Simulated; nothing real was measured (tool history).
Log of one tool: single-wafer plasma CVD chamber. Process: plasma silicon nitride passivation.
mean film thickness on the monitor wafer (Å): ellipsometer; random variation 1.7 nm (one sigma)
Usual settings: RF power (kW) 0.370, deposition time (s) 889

| run | hour | RF power (kW) | deposition time (s) | wafers since the last listed run | hours since the last RF generator calibration | hours since the showerhead was replaced | hours since the gauge calibration | read-back reference wafer on the same gauge, thickness_nm | mean film thickness on the monitor wafer (Å) |
|---|---|---|---|---|---|---|---|---|---|
| 1 | 0.0 | 0.330 | 889 | 0 | 1999.9 | 6455.3 | 50.9 | 1159.681 | 10650.84 |
| 2 | 34.7 | 0.330 | 889 | 73 | 2034.6 | 6490.0 | 85.6 | 1160.008 | 10645.60 |
| 3 | 74.5 | 0.370 | 889 | 84 | 2074.4 | 6529.8 | 125.4 | 1159.520 | 11030.77 |
| 4 | 112.7 | 0.370 | 889 | 80 | 2112.6 | 6568.0 | 163.6 | 1160.400 | 11027.72 |
| 5 | 136.8 | 0.370 | 889 | 50 | 2136.7 | 6592.1 | 187.7 | 1160.325 | 11011.72 |
| 6 | 205.2 | 0.370 | 999 | 144 | 2205.1 | 6660.5 | 256.1 | 1159.526 | 12347.72 |
| 7 | 239.8 | 0.370 | 999 | 73 | 2239.7 | 6695.1 | 290.7 | 1160.149 | 12363.93 |
| 8 | 276.1 | 0.330 | 889 | 76 | 2276.0 | 6731.4 | 327.0 | 1159.279 | 10547.75 |
|  | 301.5 | showerhead replaced |
| 9 | 336.8 | 0.370 | 889 | 111 | 2336.7 | 35.3 | 387.7 | 1160.086 | 10959.56 |
| 10 | 361.6 | 0.340 | 982 | 52 | 2361.5 | 60.1 | 412.5 | 1160.285 | 11758.54 |
|  | 363.0 | gauge calibrated |
|  | 373.7 | RF generator calibrated |
| 11 | 401.5 | 0.370 | 889 | 67 | 27.8 | 100.0 | 38.5 | 1160.855 | 11295.92 |
| 12 | 432.9 | 0.330 | 983 | 66 | 59.2 | 131.4 | 69.9 | 1160.002 | 12039.84 |
| 13 | 484.6 | 0.315 | 989 | 109 | 110.9 | 183.1 | 121.6 | 1159.687 | 11926.92 |
| 14 | 552.0 | 0.390 | 948 | 142 | 178.3 | 250.5 | 189.0 | 1159.530 | 12299.45 |

3 ways to go on from here, each from the tool as it stands after run 14. What would each give?
| A | 552.6 | 0.425 | 889 | 1 | 178.9 | 251.1 | 189.6 | ? | ? |
| B | 552.6 | 0.305 | 889 | 1 | 178.9 | 251.1 | 189.6 | ? | ? |
| C | 552.6 | 0.370 | 1014 | 1 | 178.9 | 251.1 | 189.6 | ? | ? |

| run | read-back reference wafer on the same gauge, thickness_nm | mean film thickness on the monitor wafer (Å) |
|---|---|---|
| A | 1160.939 | 11816.94 |
| B | 1160.939 | 10583.65 |
| C | 1160.939 | 12878.06 |
Without the tool's hidden state the same runs would have given:
| run | mean film thickness on the monitor wafer (Å) |
|---|---|
| A | 11828.11 |
| B | 10593.65 |
| C | 12890.23 |
